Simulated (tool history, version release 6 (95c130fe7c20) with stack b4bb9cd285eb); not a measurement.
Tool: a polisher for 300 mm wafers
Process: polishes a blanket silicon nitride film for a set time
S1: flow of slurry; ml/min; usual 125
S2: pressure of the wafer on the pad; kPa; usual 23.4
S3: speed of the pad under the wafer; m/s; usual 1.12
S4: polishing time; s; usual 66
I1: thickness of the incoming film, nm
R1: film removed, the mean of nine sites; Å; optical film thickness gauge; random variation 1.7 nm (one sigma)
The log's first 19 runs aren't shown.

run,hour,S1,S2,S3,S4,I1,R1
20,1242.2,125,23.4,1.12,66,485.6,1296
21,1281.9,125,23.4,0.88,66,490.5,1069
22,1329.9,125,23.4,1.12,57,492,1097
23,1365.2,90,23.4,1.12,66,479.9,1157
# hour 1408: slurry nozzle cleaned
24,1432.8,125,15.2,1.4,66,487.1,957
# hour 1451.9: worn pad replaced by a new one
25,1465,125,21.4,1.26,55,483.4,1021
26,1498.8,125,23.4,1.12,66,491.3,1197
# hour 1509.8: head pressure recalibrated
27,1527.3,125,29,1.4,58,490.1,1936
28,1593.9,125,23.4,1.12,60,497.2,1345
29,1624,140,30.3,1.24,79,490.3,2483
30,1679.4,125,23.4,1.12,66,491.1,1457
31,1729.2,125,23.4,1.12,66,494.7,1413
32,1761.5,145,23.4,1.12,55,489.3,1221
33,1801.4,125,23.4,1.12,66,485.2,1429
34,1853.7,125,23.4,1.12,77,491.3,1675
# hour 1948.9: worn pad replaced by a new one
# hour 2037.4: slurry nozzle cleaned
35,2068.1,125,23.4,1.12,66,498.5,1421
36,2118.4,140,23.4,1,66,483.8,1285
37,2154.6,125,17.2,1.12,66,492.5,1019

Forecast each of these 4 alternatives for the next run:
A,2155,125,17.9,1.12,66,492.9,?
B,2155,85,20,0.94,77,492.9,?
C,2155,125,23.4,1.12,73,492.9,?
D,2155,80,18.6,1.46,59,492.9,?

run,R1
A,1052
B,1068
C,1522
D,1061
Without the tool's hidden state the same runs would have given:
run,R1
A,1086
B,1103
C,1571
D,1095
